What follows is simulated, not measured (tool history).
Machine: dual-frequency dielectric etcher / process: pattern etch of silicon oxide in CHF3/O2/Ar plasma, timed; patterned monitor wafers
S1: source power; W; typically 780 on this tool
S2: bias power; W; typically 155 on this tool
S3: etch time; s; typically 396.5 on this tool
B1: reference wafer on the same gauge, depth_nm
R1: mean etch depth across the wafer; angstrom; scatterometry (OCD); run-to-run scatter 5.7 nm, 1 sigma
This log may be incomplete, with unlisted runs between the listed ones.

run	day	S1	S2	S3	B1	R1
1	0	780	155	396.5	799.7	8393
# day 2.125: upper electrode replaced
2	2.429	780	186	396.5	799.8	9100
# day 4.358: gauge calibrated
3	4.621	780	186	396.5	800.8	9066
4	6.692	780	186	396.5	800.1	9077
5	8.788	780	155	480.5	799.7	10307
6	11.333	780	155	480.5	798.6	10337
# day 14.996: wet clean of the chamber
7	15.017	780	155	480.5	799.4	9739
8	17.262	780	192	469.5	800.1	10336
9	19.6	780	155	396.5	800	8086
10	22.583	680	155	429	798.7	8435
# day 24.283: bias power generator calibrated
11	25.183	970	184	396.5	799.6	9723
12	27.354	780	155	396.5	799.9	8262
13	30.146	620	144	396.5	800.4	7390
14	34.562	900	155	396.5	799.8	8898
15	36.171	600	132	355.5	800.7	6258
# day 39.525: source power generator calibrated
# day 40.683: wet clean of the chamber
16	40.704	710	155	318.5	798.8	6271
17	42.033	780	169	396.5	800.1	8497
18	45.083	680	132	437.5	800.5	8072
19	48.558	780	118	396.5	800.3	7508
20	51.671	780	140	335.5	799.1	6806
21	56.012	620	122	483.5	800.1	8494
22	59.688	660	184	515	800.2	11000

Estimate the outcome of run 23 from the log above:
23	61.912	780	171	362.5	?	?

For run 23 the tool returned B1 799.8, R1 8178 angstrom.
Were there no unlogged condition in the tool, this run, its random variation unchanged, would have produced R1 7844 angstrom.
